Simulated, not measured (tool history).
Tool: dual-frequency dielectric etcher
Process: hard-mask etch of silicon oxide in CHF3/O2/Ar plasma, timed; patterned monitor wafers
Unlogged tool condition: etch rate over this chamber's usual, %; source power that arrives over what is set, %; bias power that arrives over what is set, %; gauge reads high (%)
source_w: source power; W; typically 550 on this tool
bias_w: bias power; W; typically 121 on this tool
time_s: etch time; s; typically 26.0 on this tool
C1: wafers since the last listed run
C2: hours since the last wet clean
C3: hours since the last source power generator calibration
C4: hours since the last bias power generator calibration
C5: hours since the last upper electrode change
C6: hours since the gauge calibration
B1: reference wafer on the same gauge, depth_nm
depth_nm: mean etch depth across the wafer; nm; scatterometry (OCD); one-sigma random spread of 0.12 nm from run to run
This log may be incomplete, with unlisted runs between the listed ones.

{"run": 1, "hour": 0.0, "source_w": 550, "bias_w": 121, "time_s": 26.0, "C1": 0, "C2": 232.0, "C3": 1660.9, "C4": 1534.9, "C5": 4662.9, "C6": 78.4, "B1": 42.96, "depth_nm": 44.5}
{"run": 2, "hour": 51.6, "source_w": 550, "bias_w": 121, "time_s": 26.0, "C1": 725, "C2": 283.6, "C3": 1712.5, "C4": 1586.5, "C5": 4714.5, "C6": 130.0, "B1": 42.95, "depth_nm": 44.53}
{"run": 3, "hour": 95.9, "source_w": 550, "bias_w": 121, "time_s": 26.0, "C1": 623, "C2": 327.9, "C3": 1756.8, "C4": 1630.8, "C5": 4758.8, "C6": 174.3, "B1": 42.97, "depth_nm": 44.16}
{"hour": 147.1, "done": "wet clean of the chamber"}
{"run": 4, "hour": 147.6, "source_w": 550, "bias_w": 121, "time_s": 26.0, "C1": 389, "C2": 0.5, "C3": 1808.5, "C4": 1682.5, "C5": 4810.5, "C6": 226.0, "B1": 42.99, "depth_nm": 44.34}
{"run": 5, "hour": 294.2, "source_w": 550, "bias_w": 121, "time_s": 26.0, "C1": 2061, "C2": 147.1, "C3": 1955.1, "C4": 1829.1, "C5": 4957.1, "C6": 372.6, "B1": 42.99, "depth_nm": 44.54}
{"hour": 357.3, "done": "source power generator calibrated"}
{"run": 6, "hour": 359.7, "source_w": 650, "bias_w": 121, "time_s": 26.0, "C1": 864, "C2": 212.6, "C3": 2.4, "C4": 1894.6, "C5": 5022.6, "C6": 438.1, "B1": 43.0, "depth_nm": 47.95}
{"hour": 396.4, "done": "bias power generator calibrated"}
{"run": 7, "hour": 397.3, "source_w": 650, "bias_w": 121, "time_s": 26.0, "C1": 472, "C2": 250.2, "C3": 40.0, "C4": 0.9, "C5": 5060.2, "C6": 475.7, "B1": 43.0, "depth_nm": 46.65}
{"run": 8, "hour": 432.7, "source_w": 550, "bias_w": 103, "time_s": 26.0, "C1": 497, "C2": 285.6, "C3": 75.4, "C4": 36.3, "C5": 5095.6, "C6": 511.1, "B1": 43.0, "depth_nm": 40.68}
{"hour": 499.2, "done": "upper electrode replaced"}
{"hour": 519.0, "done": "wet clean of the chamber"}
{"run": 9, "hour": 519.5, "source_w": 550, "bias_w": 103, "time_s": 26.0, "C1": 605, "C2": 0.5, "C3": 162.2, "C4": 123.1, "C5": 20.3, "C6": 597.9, "B1": 42.94, "depth_nm": 40.81}
{"run": 10, "hour": 549.5, "source_w": 550, "bias_w": 103, "time_s": 26.0, "C1": 421, "C2": 30.5, "C3": 192.2, "C4": 153.1, "C5": 50.3, "C6": 627.9, "B1": 43.01, "depth_nm": 40.89}
{"hour": 603.6, "done": "gauge calibrated"}
{"run": 11, "hour": 618.1, "source_w": 550, "bias_w": 140, "time_s": 26.0, "C1": 964, "C2": 99.1, "C3": 260.8, "C4": 221.7, "C5": 118.9, "C6": 14.5, "B1": 42.96, "depth_nm": 47.71}
{"run": 12, "hour": 650.8, "source_w": 550, "bias_w": 121, "time_s": 26.0, "C1": 459, "C2": 131.8, "C3": 293.5, "C4": 254.4, "C5": 151.6, "C6": 47.2, "B1": 42.97, "depth_nm": 44.2}
{"run": 13, "hour": 717.4, "source_w": 610, "bias_w": 121, "time_s": 26.0, "C1": 936, "C2": 198.4, "C3": 360.1, "C4": 321.0, "C5": 218.2, "C6": 113.8, "B1": 43.06, "depth_nm": 45.99}
{"run": 14, "hour": 763.3, "source_w": 500, "bias_w": 134, "time_s": 26.0, "C1": 645, "C2": 244.3, "C3": 406.0, "C4": 366.9, "C5": 264.1, "C6": 159.7, "B1": 43.03, "depth_nm": 45.25}
{"run": 15, "hour": 822.5, "source_w": 550, "bias_w": 147, "time_s": 26.0, "C1": 832, "C2": 303.5, "C3": 465.2, "C4": 426.1, "C5": 323.3, "C6": 218.9, "B1": 43.0, "depth_nm": 48.94}
{"run": 16, "hour": 864.2, "source_w": 620, "bias_w": 142, "time_s": 31.0, "C1": 586, "C2": 345.2, "C3": 506.9, "C4": 467.8, "C5": 365.0, "C6": 260.6, "B1": 43.0, "depth_nm": 59.76}
{"hour": 900.4, "done": "wet clean of the chamber"}
{"run": 17, "hour": 935.3, "source_w": 500, "bias_w": 121, "time_s": 32.5, "C1": 662, "C2": 34.9, "C3": 578.0, "C4": 538.9, "C5": 436.1, "C6": 331.7, "B1": 43.02, "depth_nm": 53.84}
{"run": 18, "hour": 988.7, "source_w": 550, "bias_w": 121, "time_s": 26.0, "C1": 751, "C2": 88.3, "C3": 631.4, "C4": 592.3, "C5": 489.5, "C6": 385.1, "B1": 42.95, "depth_nm": 44.27}
{"run": 19, "hour": 1055.5, "source_w": 550, "bias_w": 121, "time_s": 26.0, "C1": 939, "C2": 155.1, "C3": 698.2, "C4": 659.1, "C5": 556.3, "C6": 451.9, "B1": 42.99, "depth_nm": 44.31}
{"run": 20, "hour": 1083.5, "source_w": 480, "bias_w": 106, "time_s": 26.0, "C1": 393, "C2": 183.1, "C3": 726.2, "C4": 687.1, "C5": 584.3, "C6": 479.9, "B1": 43.01, "depth_nm": 39.81}

3 ways to go on from here, each from the tool as it stands after run 20. What would each give?
{"run": "A", "hour": 1083.9, "source_w": 550, "bias_w": 133, "time_s": 26.0, "C1": 5, "C2": 183.5, "C3": 726.6, "C4": 687.5, "C5": 584.7, "C6": 480.3, "B1": "?", "depth_nm": "?"}
{"run": "B", "hour": 1083.9, "source_w": 550, "bias_w": 121, "time_s": 18.0, "C1": 5, "C2": 183.5, "C3": 726.6, "C4": 687.5, "C5": 584.7, "C6": 480.3, "B1": "?", "depth_nm": "?"}
{"run": "C", "hour": 1083.9, "source_w": 440, "bias_w": 137, "time_s": 28.5, "C1": 5, "C2": 183.5, "C3": 726.6, "C4": 687.5, "C5": 584.7, "C6": 480.3, "B1": "?", "depth_nm": "?"}

run=A B1=43.03 depth_nm=46.62
run=B B1=43.03 depth_nm=30.80
run=C B1=43.03 depth_nm=48.48
With the hidden condition removed and each run's random variation left untouched, the same runs would have given:
run=A depth_nm=46.13
run=B depth_nm=30.48
run=C depth_nm=47.94
